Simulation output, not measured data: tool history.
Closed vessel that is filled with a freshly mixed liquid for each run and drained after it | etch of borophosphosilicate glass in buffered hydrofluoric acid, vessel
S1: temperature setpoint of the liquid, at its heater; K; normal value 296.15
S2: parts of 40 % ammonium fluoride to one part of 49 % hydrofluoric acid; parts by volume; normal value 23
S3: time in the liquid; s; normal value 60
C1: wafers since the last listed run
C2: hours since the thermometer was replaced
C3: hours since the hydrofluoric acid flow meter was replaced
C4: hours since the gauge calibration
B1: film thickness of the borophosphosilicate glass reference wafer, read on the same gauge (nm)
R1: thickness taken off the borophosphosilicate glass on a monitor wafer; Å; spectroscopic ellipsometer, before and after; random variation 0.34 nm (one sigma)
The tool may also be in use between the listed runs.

{"run": 1, "day": 0.0, "S1": 296.15, "S2": 23, "S3": 60, "C1": 0, "C2": 744.2, "C3": 139.4, "C4": 850.7, "B1": 58.93, "R1": 426.5}
{"run": 2, "day": 1.542, "S1": 296.15, "S2": 23, "S3": 60, "C1": 3011, "C2": 781.2, "C3": 176.4, "C4": 887.7, "B1": 58.9, "R1": 426.5}
{"run": 3, "day": 2.783, "S1": 296.15, "S2": 23, "S3": 60, "C1": 2425, "C2": 811, "C3": 206.2, "C4": 917.5, "B1": 58.79, "R1": 422.2}
{"run": 4, "day": 5.4, "S1": 296.15, "S2": 23, "S3": 60, "C1": 5111, "C2": 873.8, "C3": 269, "C4": 980.3, "B1": 58.59, "R1": 421}
{"run": 5, "day": 6.796, "S1": 296.15, "S2": 23, "S3": 60, "C1": 2726, "C2": 907.3, "C3": 302.5, "C4": 1013.8, "B1": 58.53, "R1": 422.6}
{"run": 6, "day": 9.592, "S1": 296.15, "S2": 17.5, "S3": 60, "C1": 5461, "C2": 974.4, "C3": 369.6, "C4": 1080.9, "B1": 58.35, "R1": 522.1}
{"run": 7, "day": 11.108, "S1": 296.15, "S2": 17.5, "S3": 60, "C1": 2962, "C2": 1010.8, "C3": 406, "C4": 1117.3, "B1": 58.17, "R1": 529.3}
{"run": 8, "day": 13.942, "S1": 296.15, "S2": 17.5, "S3": 60, "C1": 5534, "C2": 1078.8, "C3": 474, "C4": 1185.3, "B1": 57.92, "R1": 522.5}
{"run": 9, "day": 16.629, "S1": 296.15, "S2": 23, "S3": 60, "C1": 5249, "C2": 1143.3, "C3": 538.5, "C4": 1249.8, "B1": 57.75, "R1": 421.1}
{"run": 10, "day": 18.758, "S1": 296.15, "S2": 23, "S3": 60, "C1": 4158, "C2": 1194.4, "C3": 589.6, "C4": 1300.9, "B1": 57.56, "R1": 415.9}
{"run": 11, "day": 21.625, "S1": 296.15, "S2": 23, "S3": 60, "C1": 5599, "C2": 1263.2, "C3": 658.4, "C4": 1369.7, "B1": 57.28, "R1": 412.1}
{"day": 26.442, "done": "thermometer replaced"}
{"run": 12, "day": 28.996, "S1": 296.15, "S2": 28.5, "S3": 60, "C1": 14316, "C2": 61.3, "C3": 835.3, "C4": 1546.6, "B1": 56.51, "R1": 350}
{"run": 13, "day": 30.775, "S1": 296.15, "S2": 23, "S3": 60, "C1": 3475, "C2": 104, "C3": 878, "C4": 1589.3, "B1": 56.32, "R1": 402.4}
{"run": 14, "day": 32.933, "S1": 296.15, "S2": 23, "S3": 85, "C1": 4215, "C2": 155.8, "C3": 929.8, "C4": 1641.1, "B1": 56.06, "R1": 562.6}
{"run": 15, "day": 34.479, "S1": 296.15, "S2": 23, "S3": 85, "C1": 3019, "C2": 192.9, "C3": 966.9, "C4": 1678.2, "B1": 55.89, "R1": 567.1}
{"day": 34.942, "done": "gauge calibrated"}
{"run": 16, "day": 36.25, "S1": 292.65, "S2": 15, "S3": 45, "C1": 3458, "C2": 235.4, "C3": 1009.4, "C4": 31.4, "B1": 59.41, "R1": 387.4}
{"run": 17, "day": 37.867, "S1": 292.15, "S2": 23, "S3": 70, "C1": 3157, "C2": 274.2, "C3": 1048.2, "C4": 70.2, "B1": 59.45, "R1": 398.9}
{"run": 18, "day": 40.242, "S1": 291.65, "S2": 19, "S3": 45, "C1": 4639, "C2": 331.2, "C3": 1105.2, "C4": 127.2, "B1": 59.33, "R1": 293.2}
{"run": 19, "day": 41.554, "S1": 296.15, "S2": 19.5, "S3": 60, "C1": 2563, "C2": 362.7, "C3": 1136.7, "C4": 158.7, "B1": 59.36, "R1": 483.7}
{"run": 20, "day": 44.025, "S1": 297.65, "S2": 30, "S3": 60, "C1": 4826, "C2": 422, "C3": 1196, "C4": 218, "B1": 59.33, "R1": 389}
{"run": 21, "day": 46.4, "S1": 294.65, "S2": 29, "S3": 30, "C1": 4639, "C2": 479, "C3": 1253, "C4": 275, "B1": 59.31, "R1": 167.3}
{"day": 46.625, "done": "hydrofluoric acid flow meter replaced"}
{"run": 22, "day": 48.733, "S1": 298.15, "S2": 19, "S3": 75, "C1": 4476, "C2": 535, "C3": 50.6, "C4": 331, "B1": 59.26, "R1": 694.4}
{"run": 23, "day": 50.258, "S1": 291.65, "S2": 17, "S3": 75, "C1": 2978, "C2": 571.6, "C3": 87.2, "C4": 367.6, "B1": 59.19, "R1": 534.8}
{"run": 24, "day": 53.246, "S1": 296.15, "S2": 23, "S3": 60, "C1": 5835, "C2": 643.3, "C3": 158.9, "C4": 439.3, "B1": 59.1, "R1": 430}
{"run": 25, "day": 55.65, "S1": 296.15, "S2": 29, "S3": 80, "C1": 4696, "C2": 701, "C3": 216.6, "C4": 497, "B1": 59.04, "R1": 484.2}
{"run": 26, "day": 58.154, "S1": 298.15, "S2": 30, "S3": 35, "C1": 4891, "C2": 761.1, "C3": 276.7, "C4": 557.1, "B1": 58.95, "R1": 231.1}
{"run": 27, "day": 59.258, "S1": 299.65, "S2": 23, "S3": 85, "C1": 2156, "C2": 787.6, "C3": 303.2, "C4": 583.6, "B1": 58.93, "R1": 732.3}
{"run": 28, "day": 62.179, "S1": 292.65, "S2": 16.5, "S3": 75, "C1": 5705, "C2": 857.7, "C3": 373.3, "C4": 653.7, "B1": 58.77, "R1": 575.2}
{"run": 29, "day": 64.138, "S1": 296.15, "S2": 23, "S3": 60, "C1": 3825, "C2": 904.7, "C3": 420.3, "C4": 700.7, "B1": 58.71, "R1": 421.9}
{"run": 30, "day": 65.483, "S1": 296.15, "S2": 28, "S3": 60, "C1": 2628, "C2": 937, "C3": 452.6, "C4": 733, "B1": 58.62, "R1": 364.3}
{"run": 31, "day": 68.267, "S1": 298.65, "S2": 23, "S3": 35, "C1": 5436, "C2": 1003.8, "C3": 519.4, "C4": 799.8, "B1": 58.45, "R1": 282.3}
{"run": 32, "day": 71.042, "S1": 296.15, "S2": 23, "S3": 60, "C1": 5420, "C2": 1070.4, "C3": 586, "C4": 866.4, "B1": 58.3, "R1": 414.9}

What differs in the tool's unlogged condition from the final listed run ahead of each entry between runs to the first listed run following it?
From run 11 to run 12: thermometer replaced (day 26.442)
  gauge reads high (%): -4.53 -> -5.79
  measured less the result without the state, R1: -19.5 -> -21.5 Å
From run 15 to run 16: gauge calibrated (day 34.942)
  gauge reads high (%): -6.82 -> -0.986
  measured less the result without the state, R1: -41.5 -> -3.8 Å
From run 21 to run 22: hydrofluoric acid flow meter replaced (day 46.625)
  gauge reads high (%): -1.17 -> -1.25
  measured less the result without the state, R1: -2 -> -8.7 Å

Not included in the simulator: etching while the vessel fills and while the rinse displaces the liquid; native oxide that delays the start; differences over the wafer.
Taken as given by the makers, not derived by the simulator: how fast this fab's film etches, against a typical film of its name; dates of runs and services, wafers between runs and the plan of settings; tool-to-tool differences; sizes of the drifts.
